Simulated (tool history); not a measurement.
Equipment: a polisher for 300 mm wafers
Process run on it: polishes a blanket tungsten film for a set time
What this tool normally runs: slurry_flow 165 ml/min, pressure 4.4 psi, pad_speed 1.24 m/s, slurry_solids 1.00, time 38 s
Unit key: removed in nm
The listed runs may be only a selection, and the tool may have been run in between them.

| run | day | slurry_flow | pressure | pad_speed | slurry_solids | time | incoming thickness of the incoming film, nm | removed |
|---|---|---|---|---|---|---|---|---|
| 1 | 0.000 | 165 | 4.4 | 1.24 | 1.00 | 38 | 750.6 | 278.1 |
| 2 | 1.279 | 165 | 4.4 | 1.24 | 1.00 | 38 | 767.0 | 278.0 |
| 3 | 2.008 | 165 | 4.4 | 1.24 | 1.00 | 38 | 742.6 | 279.9 |
| 4 | 2.525 | 165 | 4.4 | 1.24 | 1.00 | 38 | 753.2 | 275.4 |
| 5 | 3.783 | 165 | 4.4 | 1.24 | 1.00 | 38 | 753.7 | 288.7 |
|  | 4.471 | worn pad replaced by a new one |
| 6 | 4.821 | 165 | 4.4 | 1.24 | 1.00 | 38 | 753.9 | 281.2 |
| 7 | 5.462 | 165 | 4.4 | 1.24 | 1.00 | 38 | 746.0 | 278.1 |
| 8 | 5.983 | 165 | 4.4 | 1.24 | 1.00 | 38 | 739.5 | 275.4 |
|  | 6.921 | slurry tank refilled with fresh slurry and peroxide |
| 9 | 9.862 | 165 | 4.4 | 1.24 | 0.85 | 38 | 754.5 | 250.3 |
|  | 10.258 | slurry nozzle cleaned |
|  | 10.954 | worn pad replaced by a new one |
| 10 | 10.975 | 165 | 4.4 | 1.24 | 0.85 | 38 | 749.4 | 254.0 |
| 11 | 11.833 | 165 | 4.4 | 1.24 | 0.85 | 38 | 761.9 | 245.5 |
|  | 12.579 | slurry blender recalibrated |
|  | 14.362 | slurry tank refilled with fresh slurry and peroxide |
|  | 14.454 | head pressure recalibrated |
| 12 | 16.312 | 165 | 4.4 | 1.24 | 1.15 | 38 | 755.9 | 288.4 |
| 13 | 17.762 | 165 | 4.4 | 1.24 | 1.00 | 38 | 748.8 | 281.7 |
| 14 | 18.429 | 165 | 4.4 | 1.24 | 1.25 | 38 | 763.4 | 298.8 |
|  | 18.867 | worn pad replaced by a new one |
| 15 | 19.058 | 150 | 3.3 | 1.24 | 1.00 | 38 | 753.1 | 204.7 |
| 16 | 20.650 | 165 | 4.4 | 1.24 | 1.00 | 38 | 749.5 | 274.6 |
|  | 21.554 | slurry tank refilled with fresh slurry and peroxide |
| 17 | 22.288 | 165 | 4.4 | 1.24 | 0.90 | 44 | 750.1 | 297.7 |
| 18 | 23.750 | 165 | 4.4 | 1.56 | 1.20 | 38 | 759.9 | 342.0 |
| 19 | 24.521 | 165 | 4.4 | 1.24 | 1.00 | 38 | 740.2 | 263.2 |
|  | 25.346 | worn pad replaced by a new one |
| 20 | 25.638 | 165 | 4.4 | 1.24 | 0.90 | 44 | 749.7 | 288.6 |
| 21 | 26.567 | 165 | 4.4 | 1.24 | 0.90 | 38 | 751.4 | 246.9 |
| 22 | 27.267 | 205 | 4.4 | 1.24 | 0.80 | 32 | 736.1 | 201.5 |
|  | 27.721 | slurry blender recalibrated |
|  | 27.879 | slurry tank refilled with fresh slurry and peroxide |
| 23 | 28.058 | 165 | 4.4 | 1.24 | 1.00 | 38 | 749.8 | 289.9 |
| 24 | 28.725 | 165 | 4.4 | 1.24 | 1.00 | 38 | 750.5 | 277.8 |
| 25 | 30.904 | 185 | 5.4 | 1.24 | 1.15 | 27 | 747.6 | 250.3 |
|  | 32.971 | worn pad replaced by a new one |
| 26 | 34.796 | 165 | 4.4 | 1.58 | 1.00 | 38 | 737.2 | 350.6 |

Estimate the outcome of run 27 from the log above:
|  | 34.854 | slurry nozzle cleaned |
| 27 | 35.679 | 190 | 4.4 | 1.24 | 1.25 | 38 | 744.6 | ? |

{"run 27": {"removed": 293.5}}
The same run, on a tool lacking any hidden state, would have yielded removed 302.6 nm.
